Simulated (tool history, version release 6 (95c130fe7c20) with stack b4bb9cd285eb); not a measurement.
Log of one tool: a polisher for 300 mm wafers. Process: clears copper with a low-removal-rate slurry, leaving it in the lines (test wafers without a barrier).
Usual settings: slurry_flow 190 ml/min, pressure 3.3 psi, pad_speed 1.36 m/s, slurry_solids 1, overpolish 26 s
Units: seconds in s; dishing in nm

run,hour,slurry_flow,pressure,pad_speed,slurry_solids,overpolish,"incoming thickness of the incoming film, nm",seconds,dishing
1,0,190,3.3,1.36,0.8,26,559.7,158.7,52.1
2,195,190,3.3,1.36,0.8,26,544,164.1,51
3,252.4,190,3.3,1.36,1,26,549.9,161.5,50.9
# hour 302.6: slurry nozzle cleaned
4,310.6,190,3.3,1.36,1,26,554.9,163.9,51.2
5,344.7,190,3.3,1.36,1.15,26,550.8,161.9,53.4
6,396.1,150,4.4,1.06,0.7,26,561.7,171.5,49.7
# hour 414.8: worn pad replaced by a new one
# hour 456.8: slurry blender recalibrated
7,457.3,190,3.3,1.36,1,41,554.9,153,68.9
8,485.1,190,3.3,1.36,0.8,26,546.3,154.2,52.9
9,540.9,190,3.3,1.36,1,17,559.8,150.7,40.4
10,588,215,3.3,1.36,1,26,561.7,154.8,54.8
# hour 639.1: head pressure recalibrated
11,653.9,190,3.3,1.36,1,26,555.6,156.4,52.2
12,717.9,190,3.3,1.36,1,26,551.3,157.2,52.9
13,762.7,190,4.3,1.7,1.3,26,554.9,96.5,71.1
14,808.2,190,3.3,1.36,1,15,545.4,160,35.4
15,842.9,190,2.6,1.8,0.7,26,555.4,165.3,50.5
16,914.6,190,2.1,1.36,1.25,39,553.4,249.8,48.5
# hour 954: slurry nozzle cleaned
# hour 1006.4: slurry blender recalibrated
# hour 1030.8: worn pad replaced by a new one
17,1127.7,190,3.3,1.36,0.75,26,544.9,151.9,53.4
18,1197.6,190,3.3,1.36,1,26,555,150.3,53.4
# hour 1224: head pressure recalibrated
19,1260,190,3.3,1.12,0.85,11,561.6,195.8,23.9
20,1301.2,190,3.3,1.36,1,18,557.9,157.9,41
21,1351.5,190,3.3,1.84,0.9,26,552.7,118.6,64.1
22,1378,190,2.3,1.36,1.15,26,558,226.2,40.8
# hour 1567.4: worn pad replaced by a new one
23,1579.7,190,4.1,1.36,1.25,26,567,120.2,63.8
# hour 1586.3: slurry blender recalibrated
24,1617.5,250,4,1.36,0.7,14,559.2,128.6,39.9
25,1642.3,190,3.3,1.5,1,26,543.9,136.9,57.8
# hour 1646.8: slurry nozzle cleaned
26,1668.6,190,2.7,1.36,1,41,559.2,188.8,60.8
27,1700.1,190,3.3,0.88,1.25,30,555.4,230.1,43.6
28,1769.5,190,3.3,1.36,1,36,557.9,152.7,63.8
# hour 1794.6: head pressure recalibrated
29,1803.6,190,4.2,1.36,1,26,553.9,123.8,60.7

Forecast each of these 3 alternatives for the next run:
A,1804.1,190,3.3,1.36,1,26,546.4,?,?
B,1804.1,220,3.9,1.78,0.9,26,546.4,?,?
C,1804.1,190,2.2,1.36,1,26,546.4,?,?

run,seconds,dishing
A,156.6,52.1
B,100.6,68.5
C,234.9,38.1
Without the tool's hidden state the same runs would have given:
run,seconds,dishing
A,146.3,54.4
B,94,70.9
C,219.5,40
